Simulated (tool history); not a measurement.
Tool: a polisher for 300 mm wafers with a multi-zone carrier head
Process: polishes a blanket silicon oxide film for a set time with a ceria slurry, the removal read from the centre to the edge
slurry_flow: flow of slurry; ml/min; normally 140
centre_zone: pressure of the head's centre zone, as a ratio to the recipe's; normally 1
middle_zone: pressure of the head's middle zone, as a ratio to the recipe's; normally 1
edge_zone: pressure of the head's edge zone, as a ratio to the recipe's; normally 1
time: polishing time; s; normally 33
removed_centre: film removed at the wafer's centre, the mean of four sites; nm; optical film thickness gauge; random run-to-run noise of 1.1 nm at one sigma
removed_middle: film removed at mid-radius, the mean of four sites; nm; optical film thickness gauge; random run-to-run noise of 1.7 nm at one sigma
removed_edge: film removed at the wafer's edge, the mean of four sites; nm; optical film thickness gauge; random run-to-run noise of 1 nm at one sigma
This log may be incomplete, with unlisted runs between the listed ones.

run     day  slurry_flow  centre_zone  middle_zone  edge_zone  time  wafers since the last listed run  wafers polished on this pad  hours since the slurry nozzle was cleaned  hours since the centre zone pressure was calibrated  hours since the edge zone pressure was calibrated  hours since the carrier head's membrane was replaced  incoming thickness of the incoming film, nm  removed_centre  removed_middle  removed_edge
  1       0          140            1            1          1    33                                 0                         1723                                      181.8                                                   99                                              127.4                                                 940.4                                        998.9           111.5           110.3         106.5
  2   0.517          140            1         0.94          1    40                               115                         1838                                      194.2                                                111.4                                              139.8                                                 952.8                                       1006.4           136.4           125.2         129.1
  3   1.612           90            1         0.96          1    33                               244                         2082                                      220.5                                                137.7                                              166.1                                                 979.1                                          988            94.7            90.6          95.5
      1.817  -- worn pad replaced by a new one
  4   2.804          140            1            1          1    29                               228                          220                                      249.1                                                166.3                                              194.7                                                1007.7                                        994.4             105           102.5         100.7
  5   3.783          155         1.12            1          1    33                               218                          438                                      272.6                                                189.8                                              218.2                                                1031.2                                        986.5             138           116.4           114
      7.892  -- slurry nozzle cleaned
  6   8.275          140         1.11            1          1    33                               991                         1429                                        9.2                                                297.6                                                326                                                  1139                                       1004.7           133.1           115.5         112.6
  7   8.779          105            1         1.11       1.09    43                               112                         1541                                       21.3                                                309.7                                              338.1                                                1151.1                                        987.5           144.4           148.5         141.9
  8   9.579          140            1            1          1    33                               178                         1719                                       40.5                                                328.9                                              357.3                                                1170.3                                        980.3           117.6           112.4         109.8
     12.667  -- edge zone pressure recalibrated
     13.258  -- worn pad replaced by a new one
  9  13.796          140            1         1.09          1    36                               883                          119                                      141.7                                                430.1                                               27.1                                                1271.5                                       1006.9           136.3           136.3         124.6
 10  15.217          160         1.06         1.07          1    37                               316                          436                                      175.8                                                464.2                                               61.2                                                1305.6                                        999.9           154.1           142.8         128.9
 11  15.771          155         1.05            1          1    33                               123                          559                                      189.1                                                477.5                                               74.5                                                1318.9                                       1015.8           133.9           117.6         114.7
 12  16.758          140         1.11            1          1    33                               219                          779                                      212.8                                                501.2                                               98.2                                                1342.6                                        996.4           138.1           115.7           114
     17.204  -- carrier head's membrane replaced by a new one
 13  17.825          140            1            1          1    33                               191                          970                                      238.4                                                526.8                                              123.8                                                  14.9                                         1007             123           118.8         113.1
 14  19.292          115         0.92         1.12       1.05    33                               326                         1297                                      273.6                                                  562                                                159                                                  50.1                                         1004           106.7           118.3         109.1
       20.2  -- slurry nozzle cleaned
 15  20.733          140            1            1       1.08    33                               311                         1609                                       12.8                                                596.6                                              193.6                                                  84.7                                        988.4           121.5           116.5         114.2
 16  21.854          140            1            1          1    33                               249                         1858                                       39.7                                                623.5                                              220.5                                                 111.6                                        998.8           123.1           113.5         108.9
     22.758  -- worn pad replaced by a new one
 17  23.146          175          1.1         1.08       1.11    33                               250                           86                                       70.7                                                654.5                                              251.5                                                 142.6                                       1005.3           147.1           131.4         122.5
 18  23.775          140            1            1          1    33                               140                          226                                       85.8                                                669.6                                              266.6                                                 157.7                                       1005.4           124.6           119.1         112.6
 19   24.55          140          1.1         0.95       0.92    33                               172                          399                                      104.4                                                688.2                                              285.2                                                 176.3                                       1002.9           139.9             114         107.9
 20  25.429          165         0.94         1.07       1.08    33                               195                          594                                      125.5                                                709.3                                              306.3                                                 197.4                                        993.1             125           124.1         119.8
 21  26.021          115         1.09            1       0.95    33                               131                          726                                      139.7                                                723.5                                              320.5                                                 211.6                                       1007.7           132.6           113.2         107.9
 22  26.808          140            1            1          1    33                               175                          902                                      158.6                                                742.4                                              339.4                                                 230.5                                        990.8           127.8           116.7           112
 23  28.771          140            1            1       0.94    33                               437                         1339                                      205.7                                                789.5                                              386.5                                                 277.6                                        998.5           123.3           113.7         107.5

State the hidden condition of the tool at each of the runs:
slurry flow missing at the pad, %: 0 in every run
deviation of the edge zone's pressure from its setpoint, %: 0 in every run
H1: removal rate lost through wear of the pad, %
H2: deviation of the centre zone's pressure from its setpoint, %
run     H1    H2
  1   6.23  2.84
  2   6.82  3.16
  3   8.18   3.8
  4  0.236  4.43
  5  0.435  4.92
  6   3.05  6.73
  7   3.51   6.9
  8   4.33  7.16
  9  0.166  8.28
 10   0.41  8.59
 11  0.581   8.7
 12  0.991  8.88
 13   1.58  9.07
 14   2.66   9.3
 15      4  9.51
 16   5.24  9.66
 17  0.455  9.81
 18  0.516  9.88
 19  0.666  9.96
 20  0.936  10.1
 21   1.18  10.1
 22   1.58  10.2
 23   2.94  10.3
